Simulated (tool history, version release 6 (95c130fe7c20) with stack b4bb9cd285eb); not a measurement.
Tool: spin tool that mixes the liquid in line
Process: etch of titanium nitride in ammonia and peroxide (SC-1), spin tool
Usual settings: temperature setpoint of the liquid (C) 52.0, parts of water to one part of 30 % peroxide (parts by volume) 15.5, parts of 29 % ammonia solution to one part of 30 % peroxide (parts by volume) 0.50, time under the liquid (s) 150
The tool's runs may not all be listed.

run,hour,temperature setpoint of the liquid (C),parts of water to one part of 30 % peroxide (parts by volume),parts of 29 % ammonia solution to one part of 30 % peroxide (parts by volume),time under the liquid (s),"read-back film thickness of the titanium nitride reference wafer, read on the same gauge (nm)",thickness taken off the titanium nitride on a monitor wafer (angstrom)
1,0.0,52.0,15.5,0.50,150,40.04,149.2
2,32.1,52.0,15.5,0.50,150,39.98,151.3
3,59.8,52.0,15.5,0.50,150,40.00,149.5
4,77.3,47.5,15.5,0.50,150,39.99,110.5
5,106.5,52.0,15.5,0.50,150,40.00,151.3
6,130.6,52.0,15.5,0.50,150,39.99,148.4
7,163.4,52.0,15.5,0.50,150,39.99,151.4
# hour 167.6: thermometer replaced
8,179.4,55.5,12.5,0.50,150,39.97,201.2
9,200.7,52.0,15.5,0.50,150,40.01,143.9
# hour 220.8: new drum of ammonia solution connected
10,221.3,49.5,19.0,0.30,90,40.01,59.3
11,239.7,61.5,12.0,0.50,70,40.04,146.3
12,288.9,52.0,15.5,0.50,150,39.99,142.8
# hour 290.7: gauge calibrated
# hour 314.9: ammonia flow meter replaced
13,318.2,52.0,15.5,0.50,150,39.99,146.2
# hour 325.9: heated supply line repaired
14,337.3,52.0,19.0,0.35,150,40.01,122.3
15,368.6,59.0,15.5,0.65,120,40.02,195.8
16,382.9,47.0,15.5,0.30,150,40.03,92.5
17,405.6,52.0,15.5,0.50,150,40.01,144.9
18,428.3,56.0,15.5,0.50,150,40.00,191.5
19,460.6,52.0,15.5,0.50,150,40.00,144.5
20,483.1,52.0,18.5,0.65,150,39.99,137.4
21,517.5,49.5,19.0,0.30,90,40.04,59.1
22,540.3,61.5,20.0,0.60,150,39.96,249.2
23,568.4,52.0,15.5,0.40,90,39.98,84.8

Forecast each of these 5 alternatives for the next run:
A,568.9,52.0,15.5,0.50,150,?,?
B,568.9,57.0,15.5,0.35,150,?,?
C,568.9,52.0,15.5,0.25,185,?,?
D,568.9,42.5,22.0,0.40,240,?,?
E,568.9,52.0,8.5,0.35,150,?,?

run,"read-back film thickness of the titanium nitride reference wafer, read on the same gauge (nm)",thickness taken off the titanium nitride on a monitor wafer (angstrom)
A,39.99,146.1
B,39.99,191.7
C,39.99,158.2
D,39.99,94.3
E,39.99,188.7
Without the tool's hidden state the same runs would have given:
run,thickness taken off the titanium nitride on a monitor wafer (angstrom)
A,141.0
B,185.3
C,152.8
D,90.8
E,182.2

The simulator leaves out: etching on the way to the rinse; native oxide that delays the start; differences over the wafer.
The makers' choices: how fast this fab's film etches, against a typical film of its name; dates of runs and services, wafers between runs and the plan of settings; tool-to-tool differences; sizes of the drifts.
